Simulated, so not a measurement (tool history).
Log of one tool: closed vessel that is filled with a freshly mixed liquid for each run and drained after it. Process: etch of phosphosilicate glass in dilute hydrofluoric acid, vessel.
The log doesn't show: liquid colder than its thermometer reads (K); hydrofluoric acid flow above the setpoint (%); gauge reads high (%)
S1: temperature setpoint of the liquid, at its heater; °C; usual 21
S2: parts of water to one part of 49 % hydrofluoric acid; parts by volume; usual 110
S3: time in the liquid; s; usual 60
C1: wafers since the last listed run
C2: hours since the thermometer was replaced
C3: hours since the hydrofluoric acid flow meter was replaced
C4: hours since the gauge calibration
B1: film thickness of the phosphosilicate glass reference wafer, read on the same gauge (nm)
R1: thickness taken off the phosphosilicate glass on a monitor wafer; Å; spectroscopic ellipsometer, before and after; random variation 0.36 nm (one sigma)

run,hour,S1,S2,S3,C1,C2,C3,C4,B1,R1
1,0,21,110,60,0,1643,1577.4,246.1,120.01,458.6
2,22.7,21,110,60,2272,1665.7,1600.1,268.8,119.99,457.2
3,53.3,21,110,60,3062,1696.3,1630.7,299.4,119.99,459.7
4,71.6,21,110,60,1831,1714.6,1649,317.7,120.02,461.2
5,86.8,21,110,60,1521,1729.8,1664.2,332.9,120.02,455.8
6,99.7,21,110,60,1291,1742.7,1677.1,345.8,120,456.2
7,121.3,22.5,110,60,2161,1764.3,1698.7,367.4,120.03,485.2
8,148.5,21,110,60,2722,1791.5,1725.9,394.6,120.02,453.1
9,165.9,21,110,60,1741,1808.9,1743.3,412,120,454.3
10,183.2,21,110,60,1731,1826.2,1760.6,429.3,119.99,453.8
11,206.8,21,110,75,2362,1849.8,1784.2,452.9,119.99,563.8
12,223.1,21,110,75,1631,1866.1,1800.5,469.2,119.99,563.2
13,251.7,21,135,60,2862,1894.7,1829.1,497.8,120,358.4
14,277.6,18,165,90,2592,1920.6,1855,523.7,120,377.3
15,290.7,21,80,60,1311,1933.7,1868.1,536.8,119.98,643.9
16,306.5,18.5,110,80,1581,1949.5,1883.9,552.6,120,542.1
17,337,21,110,60,3052,1980,1914.4,583.1,119.97,456.5
18,355.2,21,65,90,1821,1998.2,1932.6,601.3,120,1193.8
19,385.6,21,110,60,3042,2028.6,1963,631.7,120.01,452.3
20,402.9,17.5,110,60,1731,2045.9,1980.3,649,120,387.7
# hour 407.9: thermometer replaced
# hour 418.2: gauge calibrated
21,425.6,21,110,60,2171,17.7,2003,7.4,120,490.5
# hour 444.3: hydrofluoric acid flow meter replaced
22,447,18,165,90,2041,39.1,2.7,28.8,120,414.8
23,477.1,26,110,40,3012,69.2,32.8,58.9,119.99,400.7

The next listed run, before its measurement:
24,500.6,21,110,50,2352,92.7,56.3,82.4,?,?

B1: 120
R1: 407 Å
Without the tool's hidden state the same run would have given R1 410 Å.

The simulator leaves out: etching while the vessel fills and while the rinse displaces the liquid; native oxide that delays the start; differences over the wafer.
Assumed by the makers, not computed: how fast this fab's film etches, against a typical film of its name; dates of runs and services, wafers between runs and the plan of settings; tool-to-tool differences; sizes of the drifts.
